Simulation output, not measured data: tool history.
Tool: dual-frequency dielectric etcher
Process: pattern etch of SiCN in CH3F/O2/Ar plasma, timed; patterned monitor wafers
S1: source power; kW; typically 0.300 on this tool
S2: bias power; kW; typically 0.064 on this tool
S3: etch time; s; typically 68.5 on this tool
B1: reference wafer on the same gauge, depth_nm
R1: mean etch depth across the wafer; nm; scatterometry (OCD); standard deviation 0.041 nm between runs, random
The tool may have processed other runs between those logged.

run     day     S1     S2    S3     B1     R1
  1   0.000  0.300  0.064  68.5  25.84  21.67
      0.750  -- gauge calibrated
  2   0.838  0.300  0.064  68.5  26.00  21.75
  3   2.200  0.300  0.064  68.5  25.97  21.85
  4   3.375  0.260  0.064  68.5  25.93  20.43
      4.417  -- source power generator calibrated
  5   4.438  0.260  0.064  68.5  25.92  20.46
      5.088  -- bias power generator calibrated
  6   5.579  0.260  0.064  68.5  25.92  20.45
      7.092  -- wet clean of the chamber
      7.250  -- upper electrode replaced
  7   7.271  0.350  0.064  68.5  25.83  23.15
  8   7.288  0.320  0.064  68.5  25.86  22.41
  9   7.921  0.270  0.053  68.5  25.83  19.24
 10   8.442  0.360  0.080  53.0  25.81  19.79
      8.517  -- gauge calibrated
 11   8.962  0.240  0.080  68.5  25.97  21.58
 12  10.029  0.300  0.064  68.5  25.95  21.77
 13  11.262  0.370  0.072  54.0  25.94  19.60
 14  12.233  0.280  0.053  87.5  25.90  25.08
 15  12.833  0.240  0.080  68.5  25.86  21.42

Each row is a separate what-if for the run after 15, all from the same tool condition, not one after another. Results?
  A  12.850  0.300  0.064  68.5   ?   ?
  B  12.850  0.270  0.064  68.5   ?   ?
  C  12.850  0.230  0.056  61.5   ?   ?
  D  12.850  0.250  0.069  84.0   ?   ?

run     B1     R1
  A  25.87  21.78
  B  25.87  20.79
  C  25.87  16.50
  D  25.87  25.35
Stripped of hidden state, with their random variation kept, the same runs would have yielded:
run     R1
  A  21.89
  B  20.90
  C  16.58
  D  25.48
